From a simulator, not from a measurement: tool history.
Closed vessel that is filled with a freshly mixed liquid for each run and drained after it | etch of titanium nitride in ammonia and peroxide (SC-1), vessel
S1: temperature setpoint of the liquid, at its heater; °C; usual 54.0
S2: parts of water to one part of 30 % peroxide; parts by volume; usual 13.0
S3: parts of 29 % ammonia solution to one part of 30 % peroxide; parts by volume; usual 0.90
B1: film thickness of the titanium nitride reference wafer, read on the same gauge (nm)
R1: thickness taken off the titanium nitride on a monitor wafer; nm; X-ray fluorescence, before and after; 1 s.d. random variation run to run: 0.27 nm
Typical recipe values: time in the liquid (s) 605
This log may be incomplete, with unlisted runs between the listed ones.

run 1 hour=0.0 | S1=54.0 S2=13.0 S3=0.90 time_in_the_liquid_(s)=605 | B1=140.00 | R1=61.27
run 2 hour=11.8 | S1=54.0 S2=13.0 S3=0.90 time_in_the_liquid_(s)=605 | B1=139.97 | R1=61.33
run 3 hour=28.4 | S1=54.0 S2=13.0 S3=0.90 time_in_the_liquid_(s)=605 | B1=139.95 | R1=61.76
run 4 hour=35.1 | S1=54.0 S2=13.0 S3=0.90 time_in_the_liquid_(s)=605 | B1=140.04 | R1=61.59
run 5 hour=51.8 | S1=54.0 S2=13.0 S3=0.90 time_in_the_liquid_(s)=605 | B1=139.99 | R1=61.51
run 6 hour=60.0 | S1=54.0 S2=9.5 S3=0.90 time_in_the_liquid_(s)=365 | B1=140.04 | R1=43.75
run 7 hour=72.0 | S1=54.0 S2=11.0 S3=0.90 time_in_the_liquid_(s)=605 | B1=140.00 | R1=67.91
run 8 hour=86.2 | S1=54.0 S2=11.0 S3=0.90 time_in_the_liquid_(s)=605 | B1=140.01 | R1=67.85
run 9 hour=104.2 | S1=54.0 S2=11.0 S3=0.90 time_in_the_liquid_(s)=605 | B1=140.01 | R1=68.08
run 10 hour=114.3 | S1=54.0 S2=13.0 S3=1.10 time_in_the_liquid_(s)=330 | B1=140.02 | R1=35.51
-- hour=121.3 ammonia flow meter replaced
-- hour=127.9 thermometer replaced
run 11 hour=132.2 | S1=54.0 S2=9.0 S3=0.90 time_in_the_liquid_(s)=605 | B1=139.95 | R1=81.80
run 12 hour=145.2 | S1=54.0 S2=10.5 S3=1.20 time_in_the_liquid_(s)=605 | B1=139.96 | R1=79.44
-- hour=167.4 new drum of ammonia solution connected
-- hour=174.0 thermometer replaced, repeated, since the last time left the tool worse
-- hour=185.0 gauge calibrated
run 13 hour=186.3 | S1=54.0 S2=13.0 S3=0.55 time_in_the_liquid_(s)=775 | B1=140.02 | R1=65.46
run 14 hour=200.0 | S1=54.0 S2=13.0 S3=0.90 time_in_the_liquid_(s)=605 | B1=139.99 | R1=55.64
run 15 hour=214.8 | S1=54.0 S2=13.0 S3=0.90 time_in_the_liquid_(s)=605 | B1=140.02 | R1=55.93
run 16 hour=225.8 | S1=63.0 S2=13.0 S3=0.75 time_in_the_liquid_(s)=605 | B1=140.02 | R1=99.30
run 17 hour=237.7 | S1=51.0 S2=18.5 S3=0.60 time_in_the_liquid_(s)=605 | B1=140.02 | R1=35.44
run 18 hour=251.9 | S1=54.0 S2=13.0 S3=0.90 time_in_the_liquid_(s)=605 | B1=139.97 | R1=56.49
run 19 hour=262.4 | S1=54.0 S2=17.5 S3=0.90 time_in_the_liquid_(s)=605 | B1=140.01 | R1=48.24
run 20 hour=271.9 | S1=61.5 S2=18.5 S3=0.65 time_in_the_liquid_(s)=320 | B1=140.03 | R1=38.40
run 21 hour=283.9 | S1=54.0 S2=13.0 S3=0.45 time_in_the_liquid_(s)=605 | B1=140.00 | R1=50.95

What was the tool's hidden state at every run in the log?
ammonia flow above the setpoint (%): 0 across all the runs
ammonia solution weaker than its label (%): 0 across all the runs
gauge reads high (%): 0 across all the runs
H1: liquid hotter than its thermometer reads (K)
run=1 H1=1.62
run=2 H1=1.65
run=3 H1=1.71
run=4 H1=1.73
run=5 H1=1.78
run=6 H1=1.81
run=7 H1=1.84
run=8 H1=1.89
run=9 H1=1.95
run=10 H1=1.98
run=11 H1=3.12
run=12 H1=3.16
run=13 H1=0.2
run=14 H1=0.243
run=15 H1=0.29
run=16 H1=0.325
run=17 H1=0.363
run=18 H1=0.408
run=19 H1=0.441
run=20 H1=0.471
run=21 H1=0.51
